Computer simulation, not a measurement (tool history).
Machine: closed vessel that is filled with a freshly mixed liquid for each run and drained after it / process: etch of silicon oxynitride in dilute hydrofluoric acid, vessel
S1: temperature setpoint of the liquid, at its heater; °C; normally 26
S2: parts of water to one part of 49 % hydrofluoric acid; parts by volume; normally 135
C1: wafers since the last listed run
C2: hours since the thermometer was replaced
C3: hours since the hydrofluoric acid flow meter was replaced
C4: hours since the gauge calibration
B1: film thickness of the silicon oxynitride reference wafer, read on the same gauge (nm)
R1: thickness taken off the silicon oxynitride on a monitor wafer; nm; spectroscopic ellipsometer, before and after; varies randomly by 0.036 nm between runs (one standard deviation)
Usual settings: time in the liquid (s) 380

run 1 hour=0 | S1=26 S2=135 time_in_the_liquid_(s)=380 | C1=0 C2=759.5 C3=166 C4=1181.8 | B1=59.969 | R1=4.365
run 2 hour=45.5 | S1=26 S2=135 time_in_the_liquid_(s)=380 | C1=2382 C2=805 C3=211.5 C4=1227.3 | B1=60.031 | R1=4.284
run 3 hour=83.3 | S1=26 S2=135 time_in_the_liquid_(s)=380 | C1=1979 C2=842.8 C3=249.3 C4=1265.1 | B1=59.997 | R1=4.332
run 4 hour=164 | S1=26 S2=135 time_in_the_liquid_(s)=545 | C1=4225 C2=923.5 C3=330 C4=1345.8 | B1=60.029 | R1=6.262
run 5 hour=211 | S1=26 S2=135 time_in_the_liquid_(s)=545 | C1=2461 C2=970.5 C3=377 C4=1392.8 | B1=59.977 | R1=6.256
run 6 hour=261.3 | S1=26 S2=135 time_in_the_liquid_(s)=545 | C1=2633 C2=1020.8 C3=427.3 C4=1443.1 | B1=60.016 | R1=6.312
run 7 hour=343.4 | S1=26 S2=135 time_in_the_liquid_(s)=380 | C1=4299 C2=1102.9 C3=509.4 C4=1525.2 | B1=59.975 | R1=4.393
run 8 hour=396.7 | S1=26 S2=135 time_in_the_liquid_(s)=380 | C1=2791 C2=1156.2 C3=562.7 C4=1578.5 | B1=59.959 | R1=4.391
run 9 hour=455.7 | S1=26 S2=135 time_in_the_liquid_(s)=380 | C1=3089 C2=1215.2 C3=621.7 C4=1637.5 | B1=59.957 | R1=4.434
run 10 hour=494.8 | S1=26 S2=80 time_in_the_liquid_(s)=380 | C1=2047 C2=1254.3 C3=660.8 C4=1676.6 | B1=59.956 | R1=7.859
run 11 hour=583.7 | S1=26 S2=80 time_in_the_liquid_(s)=380 | C1=4655 C2=1343.2 C3=749.7 C4=1765.5 | B1=59.972 | R1=8.012
-- hour=635.5 gauge calibrated
run 12 hour=691.6 | S1=26 S2=135 time_in_the_liquid_(s)=380 | C1=5650 C2=1451.1 C3=857.6 C4=56.1 | B1=59.987 | R1=4.55
run 13 hour=760 | S1=26 S2=135 time_in_the_liquid_(s)=380 | C1=3581 C2=1519.5 C3=926 C4=124.5 | B1=60.032 | R1=4.465
run 14 hour=806.2 | S1=22 S2=165 time_in_the_liquid_(s)=380 | C1=2419 C2=1565.7 C3=972.2 C4=170.7 | B1=59.986 | R1=3.036
run 15 hour=895.7 | S1=21.5 S2=205 time_in_the_liquid_(s)=240 | C1=4686 C2=1655.2 C3=1061.7 C4=260.2 | B1=59.984 | R1=1.455
run 16 hour=1035.3 | S1=24 S2=95 time_in_the_liquid_(s)=255 | C1=7310 C2=1794.8 C3=1201.3 C4=399.8 | B1=59.994 | R1=4.108
run 17 hour=1109.8 | S1=27.5 S2=175 time_in_the_liquid_(s)=480 | C1=3901 C2=1869.3 C3=1275.8 C4=474.3 | B1=59.998 | R1=4.621
run 18 hour=1198.9 | S1=21 S2=115 time_in_the_liquid_(s)=550 | C1=4665 C2=1958.4 C3=1364.9 C4=563.4 | B1=59.978 | R1=6.291
run 19 hour=1245.9 | S1=28.5 S2=175 time_in_the_liquid_(s)=380 | C1=2461 C2=2005.4 C3=1411.9 C4=610.4 | B1=59.943 | R1=3.805
run 20 hour=1289.4 | S1=30 S2=135 time_in_the_liquid_(s)=380 | C1=2277 C2=2048.9 C3=1455.4 C4=653.9 | B1=60.009 | R1=5.516
run 21 hour=1365.6 | S1=27.5 S2=175 time_in_the_liquid_(s)=480 | C1=3990 C2=2125.1 C3=1531.6 C4=730.1 | B1=59.98 | R1=4.636
-- hour=1401.4 hydrofluoric acid flow meter replaced
run 22 hour=1440.3 | S1=26 S2=155 time_in_the_liquid_(s)=250 | C1=3859 C2=2199.8 C3=38.9 C4=804.8 | B1=59.994 | R1=2.574
run 23 hour=1513.2 | S1=23 S2=90 time_in_the_liquid_(s)=255 | C1=3817 C2=2272.7 C3=111.8 C4=877.7 | B1=60 | R1=4.287
run 24 hour=1581.8 | S1=22.5 S2=135 time_in_the_liquid_(s)=600 | C1=3592 C2=2341.3 C3=180.4 C4=946.3 | B1=59.988 | R1=6.271
run 25 hour=1654.1 | S1=26 S2=135 time_in_the_liquid_(s)=380 | C1=3785 C2=2413.6 C3=252.7 C4=1018.6 | B1=60.012 | R1=4.677
-- hour=1704.5 thermometer replaced
run 26 hour=1735.8 | S1=28.5 S2=90 time_in_the_liquid_(s)=285 | C1=4225 C2=31.3 C3=334.4 C4=1100.3 | B1=59.947 | R1=5.567
run 27 hour=1830.4 | S1=21.5 S2=155 time_in_the_liquid_(s)=380 | C1=4953 C2=125.9 C3=429 C4=1194.9 | B1=60.069 | R1=2.932
run 28 hour=1890.3 | S1=23.5 S2=185 time_in_the_liquid_(s)=235 | C1=3136 C2=185.8 C3=488.9 C4=1254.8 | B1=60.007 | R1=1.633
run 29 hour=1941.6 | S1=29.5 S2=200 time_in_the_liquid_(s)=320 | C1=2686 C2=237.1 C3=540.2 C4=1306.1 | B1=59.949 | R1=2.636
run 30 hour=2002.5 | S1=26 S2=165 time_in_the_liquid_(s)=380 | C1=3189 C2=298 C3=601.1 C4=1367 | B1=59.949 | R1=3.414
run 31 hour=2098.5 | S1=30 S2=90 time_in_the_liquid_(s)=380 | C1=5027 C2=394 C3=697.1 C4=1463 | B1=60.007 | R1=7.979
run 32 hour=2142.5 | S1=29 S2=175 time_in_the_liquid_(s)=380 | C1=2304 C2=438 C3=741.1 C4=1507 | B1=59.934 | R1=3.635

Estimate the outcome of run 33 from the log above:
run 33 hour=2190.8 | S1=26 S2=135 time_in_the_liquid_(s)=380 | C1=2529 C2=486.3 C3=789.4 C4=1555.3 | B1=? | R1=?

B1: 60.03
R1: 4.227 nm
On a tool with no hidden condition, and with the same random variation, this run would have come out at R1 4.128 nm.
